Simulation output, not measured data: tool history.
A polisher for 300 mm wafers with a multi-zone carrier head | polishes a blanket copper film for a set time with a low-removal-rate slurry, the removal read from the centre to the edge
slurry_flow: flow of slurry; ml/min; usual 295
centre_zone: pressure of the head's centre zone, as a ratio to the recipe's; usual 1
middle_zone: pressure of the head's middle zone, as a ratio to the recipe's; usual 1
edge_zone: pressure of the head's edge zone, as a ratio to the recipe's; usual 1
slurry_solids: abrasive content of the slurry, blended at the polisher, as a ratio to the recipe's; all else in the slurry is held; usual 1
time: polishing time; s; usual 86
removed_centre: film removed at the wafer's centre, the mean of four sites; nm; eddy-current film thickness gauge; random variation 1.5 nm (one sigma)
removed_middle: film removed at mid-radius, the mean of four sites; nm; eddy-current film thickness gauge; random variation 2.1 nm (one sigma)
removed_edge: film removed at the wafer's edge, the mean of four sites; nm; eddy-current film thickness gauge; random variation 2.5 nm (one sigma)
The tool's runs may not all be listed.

run,hour,slurry_flow,centre_zone,middle_zone,edge_zone,slurry_solids,time,wafers since the last listed run,wafers polished on this pad,hours since the slurry nozzle was cleaned,hours since the centre zone pressure was calibrated,hours since the edge zone pressure was calibrated,hours since the carrier head's membrane was replaced,"incoming thickness of the incoming film, nm",removed_centre,removed_middle,removed_edge
1,0,295,1,1,1,1,86,0,972,478.3,297.6,426.5,1525.2,694.5,167.1,168.3,170.8
2,15.9,295,1,1,1,1,86,195,1167,494.2,313.5,442.4,1541.1,698.9,161.8,160.9,166.8
3,30.2,295,1,1,1,1,86,176,1343,508.5,327.8,456.7,1555.4,691.8,161.9,157.5,161.5
4,37.4,295,1,1.05,1,1,86,88,1432,515.7,335,463.9,1562.6,693.7,156.9,167.2,160.6
# hour 46.5: worn pad replaced by a new one
5,49,295,1,1.05,1,1,86,93,31,527.3,346.6,475.5,1574.2,692.3,172.7,182.3,178.8
# hour 62.6: edge zone pressure recalibrated
6,64.8,295,1,1,1,1,86,169,201,543.1,362.4,2.2,1590,684.8,173.2,177.5,173.5
7,71,295,1,1,1,1,86,76,277,549.3,368.6,8.4,1596.2,689.7,171.2,174.3,178.3
# hour 81.3: carrier head's membrane replaced by a new one, of another model than before
8,81.8,295,0.97,1,1,1,86,71,348,560.1,379.4,19.2,0.5,700.8,162.8,176.4,171.2
9,91,295,1.1,1,1.11,1,86,113,461,569.3,388.6,28.4,9.7,700.3,201,175.4,179.1
10,98.5,295,1,1.12,1,1.1,95,92,554,576.8,396.1,35.9,17.2,706,192.1,224.9,196.7
# hour 108.8: slurry nozzle cleaned
11,109.3,295,1,1,1.09,1,70,120,674,0.5,406.9,46.7,28,710.3,134.9,137.9,144.9
12,125.2,295,1.04,1.09,1.06,1,68,195,870,16.4,422.8,62.6,43.9,706.6,142.3,150.6,139.1
13,140.6,295,1.06,1.07,1,1,86,189,1060,31.8,438.2,78,59.3,708.7,180.5,182,169.7
# hour 145.3: worn pad replaced by a new one
14,153.9,295,1,1,1,1,86,114,105,45.1,451.5,91.3,72.6,695.6,175.8,174.7,174.7
# hour 165.7: centre zone pressure recalibrated
15,171.6,295,1,1,1,1,86,193,298,62.8,5.9,109,90.3,711.6,175.3,177.7,174.1
16,187.4,295,0.9,0.91,1,1,98,194,493,78.6,21.7,124.8,106.1,698.2,164.6,172.1,202.1
17,203.8,295,0.97,0.93,1.07,1,86,201,695,95,38.1,141.2,122.5,709.8,162.9,152,175
18,212.3,295,0.89,1,1,0.9,58,104,799,103.5,46.6,149.7,131,700.5,90.3,111,112.2
19,224.5,295,1.04,1.09,1.06,1,68,150,949,115.7,58.8,161.9,143.2,703.8,141.5,149.7,137.9
20,238.1,295,1,1,1,1,86,167,1117,129.3,72.4,175.5,156.8,694.8,164.4,168.4,165.1

Hidden state at the last listed run before each entry between runs and at the first one after, where it differs:
Between runs 4 and 5: worn pad replaced by a new one (hour 46.5)
  removal rate lost through wear of the pad, %: 9.76 -> 0.265
  measured less the result without the state, removed_centre: -17 -> -0.4 nm; removed_middle: -18.1 -> -0.5 nm; removed_edge: -17.4 -> -0.5 nm
Between runs 5 and 6: edge zone pressure recalibrated (hour 62.6)
  removal rate lost through wear of the pad, %: 0.265 -> 0.484
  measured less the result without the state, removed_centre: -0.4 -> -0.8 nm; removed_middle: -0.5 -> -0.9 nm; removed_edge: -0.5 -> -0.8 nm
Between runs 7 and 8: carrier head's membrane replaced by a new one, of another model than before (hour 81.3)
  removal rate lost through wear of the pad, %: 0.66 -> 1.09
  measured less the result without the state, removed_centre: -1.1 -> -1.8 nm; removed_middle: -1.1 -> -2 nm; removed_edge: -1.1 -> -1.9 nm
Between runs 10 and 11: slurry nozzle cleaned (hour 108.8)
  removal rate lost through wear of the pad, %: 2.06 -> 2.88
  measured less the result without the state, removed_centre: -4 -> -4 nm; removed_middle: -4.7 -> -4.1 nm; removed_edge: -4.2 -> -4.3 nm
Between runs 13 and 14: worn pad replaced by a new one (hour 145.3)
  removal rate lost through wear of the pad, %: 6.14 -> 0.333
  measured less the result without the state, removed_centre: -11.8 -> -0.6 nm; removed_middle: -11.9 -> -0.6 nm; removed_edge: -11.1 -> -0.5 nm
Between runs 14 and 15: centre zone pressure recalibrated (hour 165.7)
  removal rate lost through wear of the pad, %: 0.333 -> 0.742
  measured less the result without the state, removed_centre: -0.6 -> -1.3 nm; removed_middle: -0.6 -> -1.4 nm; removed_edge: -0.5 -> -1.3 nm
